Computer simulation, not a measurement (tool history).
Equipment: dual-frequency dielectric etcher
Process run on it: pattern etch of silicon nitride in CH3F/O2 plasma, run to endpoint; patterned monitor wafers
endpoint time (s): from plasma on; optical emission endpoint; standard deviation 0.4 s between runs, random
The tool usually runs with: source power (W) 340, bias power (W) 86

run,hour,source power (W),bias power (W),wafers since the last listed run,hours since the last wet clean,hours since the last source power generator calibration,hours since the last bias power generator calibration,hours since the last upper electrode change,"incoming incoming film thickness, nm",endpoint time (s)
1,0,340,86,0,345.4,35.9,2817,1068.6,62.3,60.1
2,70.8,340,86,323,416.2,106.7,2887.8,1139.4,62.5,61.1
3,108.2,340,86,171,453.6,144.1,2925.2,1176.8,62,60.4
# hour 173.4: wet clean of the chamber
4,173.9,340,86,190,0.5,209.8,2990.9,1242.5,62.7,61.2
5,218.6,340,86,204,45.2,254.5,3035.6,1287.2,62.1,60.5
6,285.8,340,86,307,112.4,321.7,3102.8,1354.4,62.7,61.1
7,343.9,340,86,265,170.5,379.8,3160.9,1412.5,62.3,61.6
8,376.4,340,86,148,203,412.3,3193.4,1445,62.1,61.3
9,525.7,340,86,682,352.3,561.6,3342.7,1594.3,61.9,60.2
10,592.1,340,86,303,418.7,628,3409.1,1660.7,62.1,61.2
11,633.7,340,86,190,460.3,669.6,3450.7,1702.3,61.9,60.9
# hour 699.5: wet clean of the chamber
12,701.4,340,86,199,1.9,737.3,3518.4,1770,61.6,60.4
13,732,340,86,139,32.5,767.9,3549,1800.6,62.2,60.8
14,803.5,340,72,327,104,839.4,3620.5,1872.1,61.7,65.9
# hour 862.7: bias power generator calibrated
15,863.2,340,86,254,163.7,899.1,0.5,1931.8,61.7,61.4
16,916.4,340,86,243,216.9,952.3,53.7,1985,61.5,60.4
17,953.5,320,93,169,254,989.4,90.8,2022.1,62.3,61.7
18,1007.1,310,95,245,307.6,1043,144.4,2075.7,61.6,60.8
# hour 1078.2: upper electrode replaced
19,1078.7,270,86,217,379.2,1114.6,216,0.5,61.9,69.1
20,1152.4,370,75,337,452.9,1188.3,289.7,74.2,61.8,62.6
21,1223,360,70,322,523.5,1258.9,360.3,144.8,61.6,64.3
# hour 1250.7: wet clean of the chamber
22,1251.2,390,75,19,0.5,1287.1,388.5,173,62.1,60.4
23,1387.8,340,68,624,137.1,1423.7,525.1,309.6,62.1,68.1
24,1425.7,340,73,173,175,1461.6,563,347.5,61.3,65.4
25,1488.9,340,95,289,238.2,1524.8,626.2,410.7,62.1,59.6
# hour 1508.2: source power generator calibrated
26,1517.8,370,104,113,267.1,9.6,655.1,439.6,62.2,53.9
27,1581.1,340,86,289,330.4,72.9,718.4,502.9,62,60.7
28,1652.7,340,64,327,402,144.5,790,574.5,61.7,67.4
# hour 1713.7: wet clean of the chamber
29,1714.2,310,67,171,0.5,206,851.5,636,61.8,70.9
30,1757.6,400,86,198,43.9,249.4,894.9,679.4,61.4,55.6
31,1807.5,340,86,228,93.8,299.3,944.8,729.3,61.8,60.3
32,1875.4,320,86,310,161.7,367.2,1012.7,797.2,62.1,62.2
33,1907.4,360,106,146,193.7,399.2,1044.7,829.2,61.7,54
34,1943.6,320,93,165,229.9,435.4,1080.9,865.4,61.7,61
35,2001.6,340,86,265,287.9,493.4,1138.9,923.4,62.2,61.8

Exercise: give the hidden state of the tool at every run:
etch rate over this chamber's usual, %: 0 in every run
bias power that arrives over what is set, %: 0 in every run
H1: source power that arrives over what is set, %
run,H1
1,0.393
2,0.18
3,0.0668
4,-0.131
5,-0.266
6,-0.469
7,-0.644
8,-0.742
9,-1.19
10,-1.39
11,-1.52
12,-1.72
13,-1.81
14,-2.03
15,-2.21
16,-2.37
17,-2.48
18,-2.64
19,-2.86
20,-3.08
21,-3.3
22,-3.38
23,-3.79
24,-3.91
25,-4.1
26,-0.336
27,-0.527
28,-0.743
29,-0.928
30,-1.06
31,-1.21
32,-1.41
33,-1.51
34,-1.62
35,-1.8
